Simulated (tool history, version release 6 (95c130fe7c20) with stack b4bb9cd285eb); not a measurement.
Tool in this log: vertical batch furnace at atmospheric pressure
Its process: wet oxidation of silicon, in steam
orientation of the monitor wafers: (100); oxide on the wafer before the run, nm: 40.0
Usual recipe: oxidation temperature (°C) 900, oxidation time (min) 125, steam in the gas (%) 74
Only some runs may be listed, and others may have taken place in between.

run,hour,oxidation temperature (°C),oxidation time (min),steam in the gas (%),wafers since the last listed run,hours since the last temperature calibration,hours since the steam generator was serviced,hours since the gauge calibration,"read-back reference wafer on the same gauge, thickness",oxide thickness on the monitor wafer (angstrom)
1,0,900,125,74,0,2339.6,1248.9,31.7,281.89,2683.1
2,23.1,900,125,74,180,2362.7,1272,54.8,281.89,2699.4
3,47,900,125,74,186,2386.6,1295.9,78.7,282.18,2704.9
4,59.5,900,125,74,97,2399.1,1308.4,91.2,282.14,2699.8
5,70.7,905,125,74,87,2410.3,1319.6,102.4,281.95,2849.9
6,84.6,900,125,74,108,2424.2,1333.5,116.3,281.72,2699.5
7,106.4,900,125,74,170,2446,1355.3,138.1,282,2710
8,126.7,900,125,74,158,2466.3,1375.6,158.4,281.72,2700.1
9,146.7,900,125,74,155,2486.3,1395.6,178.4,281.99,2711.8
10,159.7,900,125,80,101,2499.3,1408.6,191.4,281.96,2865.4
11,175.8,900,125,80,125,2515.4,1424.7,207.5,282.15,2862.9
12,189.7,900,125,68,108,2529.3,1438.6,221.4,282.15,2534.5
13,203.5,900,125,68,107,2543.1,1452.4,235.2,282.37,2554.4
14,213.7,900,125,74,79,2553.3,1462.6,245.4,281.97,2700
15,225.5,900,125,74,92,2565.1,1474.4,257.2,282.09,2708.6
16,241.7,900,125,74,126,2581.3,1490.6,273.4,281.91,2713.4
17,263.9,900,125,74,173,2603.5,1512.8,295.6,281.68,2716.9
18,275.1,900,125,74,87,2614.7,1524,306.8,282.13,2714.2
19,288,913,160,68,100,2627.6,1536.9,319.7,281.84,3462.3
20,298.8,892,101,63,84,2638.4,1547.7,330.5,281.83,1890.7
# hour 337: steam generator serviced
21,337.5,884,125,74,114,2677.1,0.5,369.2,282.28,2342.7
22,343.8,919,109,83,49,2683.4,6.8,375.5,282.22,3305.1
23,352.2,921,80,70,65,2691.8,15.2,383.9,282.26,2388.1
# hour 374.1: gauge calibrated
24,376.4,900,89.5,66,188,2716,39.4,2.3,282.09,2023.1
25,388.2,888,153.5,74,92,2727.8,51.2,14.1,281.9,2852.9
# hour 414.3: thermocouples replaced and temperature profile calibrated
26,414.8,900,125,74,20,0.5,77.8,40.7,282.06,2681
27,423,883,125,85,63,8.7,86,48.9,281.75,2447.2
28,432.7,900,125,69,75,18.4,95.7,58.6,281.74,2551.5
29,453,875,175,63,158,38.7,116,78.9,282.33,2280.1

Forecast run 30:
30,474.8,900,96,84,170,60.5,137.8,100.7,?,?

Run 30 produced read-back reference wafer on the same gauge, thickness 282.01, oxide thickness on the monitor wafer (angstrom) 2415.9.
On a tool with no hidden condition, and with the same random variation, this run would have come out at oxide thickness on the monitor wafer (angstrom) 2432.1.

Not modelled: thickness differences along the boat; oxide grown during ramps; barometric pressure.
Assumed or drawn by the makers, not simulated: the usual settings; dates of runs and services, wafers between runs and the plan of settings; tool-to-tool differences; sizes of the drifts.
